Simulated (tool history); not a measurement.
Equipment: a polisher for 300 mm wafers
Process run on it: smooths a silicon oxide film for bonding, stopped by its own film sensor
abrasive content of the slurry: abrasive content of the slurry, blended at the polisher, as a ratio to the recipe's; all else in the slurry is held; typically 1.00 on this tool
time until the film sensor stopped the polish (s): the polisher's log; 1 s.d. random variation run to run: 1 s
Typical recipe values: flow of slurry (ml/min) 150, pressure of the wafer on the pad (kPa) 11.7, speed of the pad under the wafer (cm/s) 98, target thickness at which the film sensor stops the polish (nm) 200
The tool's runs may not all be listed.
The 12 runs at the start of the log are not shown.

run   hour  flow of slurry (ml/min)  pressure of the wafer on the pad (kPa)  speed of the pad under the wafer (cm/s)  abrasive content of the slurry  target thickness at which the film sensor stops the polish (nm)  wafers since the last listed run  wafers polished on this pad  hours since the slurry nozzle was cleaned  hours since the head pressure was calibrated  hours since the slurry blender was calibrated  incoming thickness of the incoming film, nm  time until the film sensor stopped the polish (s)
     147.8  -- worn pad replaced by a new one
     155.4  -- head pressure recalibrated
 13  171.4                      150                                    11.7                                       98                            0.75                                                              203                               330                          224                                       57.3                                          16.0                                          212.4                                        233.0                                               68.8
 14  178.3                      150                                     9.7                                       88                            0.75                                                              208                                71                          296                                       64.2                                          22.9                                          219.3                                        230.6                                               68.3
 15  192.6                      170                                    15.2                                       98                            1.00                                                              208                               148                          445                                       78.5                                          37.2                                          233.6                                        230.8                                               35.8
 16  208.4                      150                                    11.7                                       82                            0.90                                                              200                               164                          609                                       94.3                                          53.0                                          249.4                                        230.9                                               73.1
 17  225.5                      150                                    11.7                                       98                            1.00                                                              200                               177                          787                                      111.4                                          70.1                                          266.5                                        225.4                                               54.1
 18  232.4                      150                                    13.8                                      110                            1.00                                                              200                                71                          858                                      118.3                                          77.0                                          273.4                                        228.6                                               50.6
     248.1  -- worn pad replaced by a new one
 19  248.6                      150                                    11.7                                       98                            1.00                                                              200                               126                            5                                      134.5                                          93.2                                          289.6                                        228.2                                               52.4
 20  291.0                      170                                    14.5                                       98                            1.25                                                              191                               440                          446                                      176.9                                         135.6                                          332.0                                        230.4                                               58.7
     303.4  -- slurry blender recalibrated
 21  307.6                      150                                     7.6                                       98                            1.00                                                              200                               151                          598                                      193.5                                         152.2                                            4.2                                        233.9                                              108.4
 22  317.5                      150                                    11.7                                       98                            1.00                                                              200                               102                          701                                      203.4                                         162.1                                           14.1                                        225.0                                               53.5
 23  329.8                      165                                    11.7                                       74                            1.00                                                              200                               127                          828                                      215.7                                         174.4                                           26.4                                        230.3                                               74.1
 24  346.6                      180                                    10.3                                       98                            0.85                                                              192                               174                         1003                                      232.5                                         191.2                                           43.2                                        233.4                                              101.9
     357.5  -- worn pad replaced by a new one
 25  364.2                      150                                    11.7                                       98                            1.00                                                              200                               141                           69                                      250.1                                         208.8                                           60.8                                        226.2                                               50.9
 26  379.8                      150                                     9.7                                       98                            1.00                                                              195                               162                          231                                      265.7                                         224.4                                           76.4                                        224.9                                               71.2
 27  410.4                      150                                    11.7                                       64                            1.25                                                              200                               318                          549                                      296.3                                         255.0                                          107.0                                        229.7                                               70.1
 28  422.5                      115                                     9.7                                       98                            1.00                                                              200                               125                          675                                      308.4                                         267.1                                          119.1                                        229.2                                               75.6
 29  434.3                      150                                    11.7                                       98                            1.20                                                              200                               122                          798                                      320.2                                         278.9                                          130.9                                        227.2                                               53.1
 30  442.3                      150                                    11.7                                       98                            1.00                                                              200                                83                          881                                      328.2                                         286.9                                          138.9                                        232.2                                               66.6

Each row is a separate what-if for the run after 30, all from the same tool condition, not one after another. Results?
  A  442.7                      150                                    11.7                                       98                            1.00                                                              200                                 4                          885                                      328.6                                         287.3                                          139.3                                        228.5                                                  ?
  B  442.7                      170                                    11.7                                       98                            0.80                                                              191                                 4                          885                                      328.6                                         287.3                                          139.3                                        228.5                                                  ?
  C  442.7                      115                                    11.7                                      120                            1.00                                                              200                                 4                          885                                      328.6                                         287.3                                          139.3                                        228.5                                                  ?
  D  442.7                      150                                    11.7                                       86                            1.00                                                              200                                 4                          885                                      328.6                                         287.3                                          139.3                                        228.5                                                  ?

run  time until the film sensor stopped the polish (s)
  A                                               60.0
  B                                               84.9
  C                                               57.2
  D                                               63.8
With no hidden state in the tool, these same runs would have given:
run  time until the film sensor stopped the polish (s)
  A                                               54.2
  B                                               76.6
  C                                               51.6
  D                                               57.6

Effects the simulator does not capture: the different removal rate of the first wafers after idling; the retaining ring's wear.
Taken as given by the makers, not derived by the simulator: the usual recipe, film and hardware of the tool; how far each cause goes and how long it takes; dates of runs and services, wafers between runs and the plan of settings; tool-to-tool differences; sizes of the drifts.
